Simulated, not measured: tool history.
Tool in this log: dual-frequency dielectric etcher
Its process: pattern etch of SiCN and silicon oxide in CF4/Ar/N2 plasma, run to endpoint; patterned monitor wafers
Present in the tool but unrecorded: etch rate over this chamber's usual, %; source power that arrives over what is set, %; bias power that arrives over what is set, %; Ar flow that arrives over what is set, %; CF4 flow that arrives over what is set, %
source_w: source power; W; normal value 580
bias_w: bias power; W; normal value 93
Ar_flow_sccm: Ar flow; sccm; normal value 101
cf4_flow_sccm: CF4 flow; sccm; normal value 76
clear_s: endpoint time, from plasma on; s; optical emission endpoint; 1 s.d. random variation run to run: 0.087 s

run    hour  source_w  bias_w  Ar_flow_sccm  cf4_flow_sccm  wafers since the last listed run  hours since the last wet clean  hours since the last source power generator calibration  hours since the last bias power generator calibration  hours since the last Ar flow controller change  hours since the last CF4 flow controller change  hours since the last upper electrode change  incoming incoming film thickness, nm  clear_s
  1       0       580      93           101             76                                 0                           121.1                                                   1990.7                                                 3303.3                                          3662.7                                           2874.7                                       3150.1                                 13.04     10.9
  2    92.8       580      93           101             76                              1262                           213.9                                                   2083.5                                                 3396.1                                          3755.5                                           2967.5                                       3242.9                                 13.15     10.9
  3   162.9       580      93           101             76                               953                             284                                                   2153.6                                                 3466.2                                          3825.6                                           3037.6                                         3313                                 13.11     10.9
  4   208.6       520      93           101             76                               621                           329.7                                                   2199.3                                                 3511.9                                          3871.3                                           3083.3                                       3358.7                                 13.09     12.2
  5     253       520      93           101             76                               603                           374.1                                                   2243.7                                                 3556.3                                          3915.7                                           3127.7                                       3403.1                                 13.05       12
  6   328.1       580      93           101             76                              1021                           449.2                                                   2318.8                                                 3631.4                                          3990.8                                           3202.8                                       3478.2                                 13.12     10.8
  7   411.2       580      93           101             76                              1130                           532.3                                                   2401.9                                                 3714.5                                          4073.9                                           3285.9                                       3561.3                                 13.19     10.9
      480.5  -- wet clean of the chamber
      607.5  -- upper electrode replaced
  8   632.8       580      93           101             66                              2360                           152.3                                                   2623.5                                                 3936.1                                          4295.5                                           3507.5                                         25.3                                 13.09     11.2
  9   696.8       580      86           111             76                               870                           216.3                                                   2687.5                                                 4000.1                                          4359.5                                           3571.5                                         89.3                                  13.3     11.4
 10   802.6       580      86           111             76                              1438                           322.1                                                   2793.3                                                 4105.9                                          4465.3                                           3677.3                                        195.1                                 13.08     11.2
 11     902       580      93           101             76                              1351                           421.5                                                   2892.7                                                 4205.3                                          4564.7                                           3776.7                                        294.5                                 13.13       11
 12   969.6       580      93           101             76                               919                           489.1                                                   2960.3                                                 4272.9                                          4632.3                                           3844.3                                        362.1                                 13.04     10.8
     1084.2  -- wet clean of the chamber
 13  1084.7       620     104            77             65                              1238                             0.5                                                   3075.4                                                   4388                                          4747.4                                           3959.4                                        477.2                                 13.11      9.7
     1098.3  -- Ar flow controller replaced
 14  1138.6       680      93            78             85                               651                            54.4                                                   3129.3                                                 4441.9                                            40.3                                           4013.3                                        531.1                                    13      8.8
 15  1196.8       580      93           101             76                               791                           112.6                                                   3187.5                                                 4500.1                                            98.5                                           4071.5                                        589.3                                 12.95     10.9
     1291.7  -- CF4 flow controller replaced
 16    1331       520     104            92             76                              1743                           246.8                                                   3321.7                                                 4634.3                                           232.7                                             39.3                                        723.5                                 13.09     11.5
     1384.1  -- bias power generator calibrated
 17  1435.8       580      99           101             76                              1370                           351.6                                                   3426.5                                                   51.7                                           337.5                                            144.1                                        828.3                                 13.04     10.7
       1496  -- source power generator calibrated
 18  1515.5       510      83            77             85                              1029                           431.3                                                     19.5                                                  131.4                                           417.2                                            223.8                                          908                                 13.31     12.2
     1542.6  -- wet clean of the chamber
 19  1556.9       580      82           101             94                               236                            14.3                                                     60.9                                                  172.8                                           458.6                                            265.2                                        949.4                                  13.3     11.1
 20  1652.5       460      93           101             76                              1300                           109.9                                                    156.5                                                  268.4                                           554.2                                            360.8                                         1045                                 12.93     13.5
 21  1708.6       530      75            86             64                               762                             166                                                    212.6                                                  324.5                                           610.3                                            416.9                                       1101.1                                 12.87     12.1
 22  1745.4       660      93            80             57                               500                           202.8                                                    249.4                                                  361.3                                           647.1                                            453.7                                       1137.9                                 13.16      9.8
 23  1798.4       580      93           101             76                               720                           255.8                                                    302.4                                                  414.3                                           700.1                                            506.7                                       1190.9                                 13.05     10.9
 24  1920.3       580      93           101             76                              1657                           377.7                                                    424.3                                                  536.2                                             822                                            628.6                                       1312.8                                 13.19     10.9

Each row is a separate what-if for the run after 24, all from the same tool condition, not one after another. Results?
  A  1920.7       580      84           101             76                                 5                           378.1                                                    424.7                                                  536.6                                           822.4                                              629                                       1313.2                                 13.12        ?
  B  1920.7       630     105           101             76                                 5                           378.1                                                    424.7                                                  536.6                                           822.4                                              629                                       1313.2                                 13.12        ?
  C  1920.7       580     115           112             90                                 5                           378.1                                                    424.7                                                  536.6                                           822.4                                              629                                       1313.2                                 13.12        ?
  D  1920.7       450      93           101             81                                 5                           378.1                                                    424.7                                                  536.6                                           822.4                                              629                                       1313.2                                 13.12        ?

run  clear_s
  A     11.3
  B      9.9
  C     10.4
  D       14
Without the tool's unlogged condition, the same runs would have read:
run  clear_s
  A     11.3
  B      9.9
  C     10.4
  D       14
